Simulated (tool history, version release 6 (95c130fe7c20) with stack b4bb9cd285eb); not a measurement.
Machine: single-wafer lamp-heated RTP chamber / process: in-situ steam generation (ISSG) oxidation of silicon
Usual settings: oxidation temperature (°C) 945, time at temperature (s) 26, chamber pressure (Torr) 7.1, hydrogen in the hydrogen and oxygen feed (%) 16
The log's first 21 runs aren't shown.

run	hour	oxidation temperature (°C)	time at temperature (s)	chamber pressure (Torr)	hydrogen in the hydrogen and oxygen feed (%)	read-back reference wafer on the same gauge, thickness	oxide thickness on the monitor wafer (angstrom)
22	1997.0	925	21	7.5	25	4.900	47.71
23	2097.5	945	26	7.1	16	4.906	49.94
24	2183.3	928	26	7.1	11	4.905	44.47
25	2282.8	945	23	7.1	16	4.892	47.83
# hour 2324.6: pyrometer window cleaned and pyrometer calibrated
26	2344.7	964	32	7.5	19	4.889	61.39
27	2445.9	945	26	7.1	23	4.902	54.14
28	2522.8	945	26	6.9	16	4.903	49.88
29	2589.2	937	36	7.1	16	4.902	56.23
30	2673.1	934	20	7.1	16	4.899	43.72

Alternative continuations, all from the tool just after run 30; predict every row:
A	2673.5	945	26	7.1	16	?	?
B	2673.5	929	26	7.1	16	?	?
C	2673.5	961	30	8.3	16	?	?
D	2673.5	945	26	7.1	11	?	?
E	2673.5	945	22	7.5	11	?	?

run	read-back reference wafer on the same gauge, thickness	oxide thickness on the monitor wafer (angstrom)
A	4.901	50.50
B	4.901	48.06
C	4.901	57.22
D	4.901	46.71
E	4.901	43.55
Without the tool's unlogged condition, the same runs would have read:
run	oxide thickness on the monitor wafer (angstrom)
A	49.81
B	47.46
C	56.32
D	46.08
E	42.99
